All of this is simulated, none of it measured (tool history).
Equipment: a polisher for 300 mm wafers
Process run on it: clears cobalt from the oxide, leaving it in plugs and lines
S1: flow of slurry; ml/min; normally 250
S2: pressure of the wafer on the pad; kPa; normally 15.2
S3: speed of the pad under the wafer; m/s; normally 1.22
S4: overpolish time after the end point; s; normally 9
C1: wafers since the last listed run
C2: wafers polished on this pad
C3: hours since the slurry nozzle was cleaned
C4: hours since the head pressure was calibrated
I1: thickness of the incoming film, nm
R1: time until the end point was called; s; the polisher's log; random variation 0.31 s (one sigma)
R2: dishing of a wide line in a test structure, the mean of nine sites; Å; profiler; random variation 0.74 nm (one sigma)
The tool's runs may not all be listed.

| run | hour | S1 | S2 | S3 | S4 | C1 | C2 | C3 | C4 | I1 | R1 | R2 |
|---|---|---|---|---|---|---|---|---|---|---|---|---|
| 1 | 0 | 250 | 15.2 | 1.22 | 9 | 0 | 9000 | 787.6 | 339.7 | 171.4 | 21.9 | 412 |
|  | 30.7 | slurry nozzle cleaned |
| 2 | 87.9 | 250 | 15.2 | 1.22 | 7 | 1130 | 10130 | 57.2 | 427.6 | 168.9 | 21.6 | 353 |
|  | 103.5 | worn pad replaced by a new one |
| 3 | 162.3 | 250 | 15.2 | 1.22 | 9 | 915 | 764 | 131.6 | 502 | 170.3 | 22.2 | 400 |
| 4 | 268.4 | 250 | 15.2 | 1.22 | 9 | 1380 | 2144 | 237.7 | 608.1 | 171.4 | 21.8 | 415 |
| 5 | 339.5 | 250 | 15.2 | 1.22 | 9 | 924 | 3069 | 308.8 | 679.2 | 169.5 | 21.3 | 416 |
| 6 | 417.2 | 250 | 16.5 | 1.22 | 9 | 1010 | 4079 | 386.5 | 756.9 | 169.6 | 20.1 | 441 |
| 7 | 471.4 | 250 | 15.2 | 1.22 | 9 | 704 | 4784 | 440.7 | 811.1 | 171.6 | 22 | 408 |
| 8 | 565.7 | 250 | 15.2 | 1.22 | 9 | 1226 | 6011 | 535 | 905.4 | 170.2 | 21.2 | 410 |
| 9 | 660 | 250 | 15.2 | 1.22 | 9 | 1226 | 7237 | 629.3 | 999.7 | 169.3 | 21.5 | 425 |
| 10 | 714.7 | 250 | 15.2 | 1.22 | 9 | 711 | 7949 | 684 | 1054.4 | 168.9 | 21.7 | 422 |
|  | 759.7 | worn pad replaced by a new one |
| 11 | 807.8 | 250 | 10.3 | 0.88 | 7 | 1158 | 626 | 777.1 | 1147.5 | 168.7 | 37 | 247 |
|  | 811.1 | head pressure recalibrated |
|  | 874.7 | slurry nozzle cleaned |
| 12 | 910.5 | 250 | 15.2 | 1.22 | 9 | 1296 | 1922 | 35.8 | 99.4 | 170.9 | 21.7 | 415 |
| 13 | 1010.7 | 275 | 15.2 | 1.22 | 6 | 1303 | 3226 | 136 | 199.6 | 171 | 21.3 | 319 |
| 14 | 1061.6 | 250 | 15.2 | 0.84 | 7 | 662 | 3888 | 186.9 | 250.5 | 170.8 | 29.4 | 296 |
| 15 | 1167.3 | 250 | 15.2 | 1.22 | 9 | 1374 | 5262 | 292.6 | 356.2 | 169.2 | 22 | 416 |
| 16 | 1226.2 | 250 | 15.2 | 1.22 | 9 | 766 | 6029 | 351.5 | 415.1 | 167.1 | 21.7 | 413 |
| 17 | 1278 | 310 | 19.3 | 1.46 | 9 | 673 | 6702 | 403.3 | 466.9 | 172.2 | 15.8 | 483 |
| 18 | 1335.7 | 250 | 17.9 | 1.22 | 9 | 750 | 7453 | 461 | 524.6 | 167.3 | 18.8 | 441 |
|  | 1390.6 | worn pad replaced by a new one |
| 19 | 1403 | 250 | 15.2 | 1.1 | 9 | 823 | 160 | 528.3 | 591.9 | 169.1 | 23.6 | 390 |
| 20 | 1507.4 | 250 | 15.2 | 1.22 | 9 | 1357 | 1518 | 632.7 | 696.3 | 169.9 | 21.8 | 426 |
| 21 | 1548.5 | 250 | 15.2 | 1.22 | 9 | 534 | 2053 | 673.8 | 737.4 | 168.8 | 21.5 | 416 |
| 22 | 1638.6 | 250 | 17.9 | 1.22 | 9 | 1171 | 3225 | 763.9 | 827.5 | 171.8 | 19.3 | 456 |
|  | 1642.5 | slurry nozzle cleaned |
| 23 | 1686.4 | 250 | 15.2 | 1.08 | 9 | 608 | 3833 | 43.9 | 875.3 | 172.5 | 24.4 | 386 |
| 24 | 1747.8 | 250 | 15.2 | 1.22 | 9 | 798 | 4632 | 105.3 | 936.7 | 168.7 | 21 | 407 |
| 25 | 1785.7 | 250 | 15.2 | 1.22 | 9 | 492 | 5125 | 143.2 | 974.6 | 171 | 22.2 | 419 |
| 26 | 1871.6 | 280 | 11.7 | 1.38 | 11 | 1117 | 6242 | 229.1 | 1060.5 | 171 | 23.6 | 435 |
|  | 1877 | head pressure recalibrated |
| 27 | 1952.1 | 205 | 17.9 | 1.22 | 7 | 1021 | 7263 | 309.6 | 75.1 | 166.5 | 19.3 | 379 |
|  | 2208.4 | worn pad replaced by a new one |
| 28 | 2247.4 | 200 | 18.6 | 1.22 | 7 | 3788 | 506 | 604.9 | 370.4 | 172.7 | 19.1 | 379 |
| 29 | 2293.3 | 250 | 15.2 | 1.22 | 9 | 597 | 1103 | 650.8 | 416.3 | 171.1 | 21.8 | 417 |
| 30 | 2388.3 | 165 | 15.2 | 1.22 | 5 | 1235 | 2339 | 745.8 | 511.3 | 169.5 | 23.4 | 270 |
|  | 2392.4 | slurry nozzle cleaned |
| 31 | 2483 | 250 | 15.2 | 1.22 | 9 | 1218 | 3558 | 90.6 | 606 | 170.7 | 21.9 | 409 |
| 32 | 2570.8 | 195 | 20 | 1.48 | 9 | 1141 | 4700 | 178.4 | 693.8 | 169.9 | 15.8 | 475 |
| 33 | 2678.8 | 250 | 10.3 | 1.22 | 9 | 1404 | 6105 | 286.4 | 801.8 | 167.1 | 27.9 | 344 |
| 34 | 2766.2 | 335 | 15.2 | 1.22 | 13 | 1136 | 7241 | 373.8 | 889.2 | 170.8 | 21.4 | 511 |

Branching from run 34: 4 alternative next runs. What would each branch give?
| A | 2766.6 | 250 | 15.2 | 1.22 | 5 | 5 | 7247 | 374.2 | 889.6 | 167.1 | ? | ? |
| B | 2766.6 | 250 | 20 | 1.46 | 9 | 5 | 7247 | 374.2 | 889.6 | 167.1 | ? | ? |
| C | 2766.6 | 215 | 15.2 | 1.48 | 9 | 5 | 7247 | 374.2 | 889.6 | 167.1 | ? | ? |
| D | 2766.6 | 250 | 15.2 | 0.82 | 9 | 5 | 7247 | 374.2 | 889.6 | 167.1 | ? | ? |

| run | R1 | R2 |
|---|---|---|
| A | 21.3 | 280 |
| B | 14.8 | 488 |
| C | 18.5 | 441 |
| D | 29 | 340 |
With no hidden state in the tool, these same runs would have given:
| run | R1 | R2 |
|---|---|---|
| A | 21.3 | 280 |
| B | 14.8 | 488 |
| C | 18.5 | 441 |
| D | 29 | 340 |

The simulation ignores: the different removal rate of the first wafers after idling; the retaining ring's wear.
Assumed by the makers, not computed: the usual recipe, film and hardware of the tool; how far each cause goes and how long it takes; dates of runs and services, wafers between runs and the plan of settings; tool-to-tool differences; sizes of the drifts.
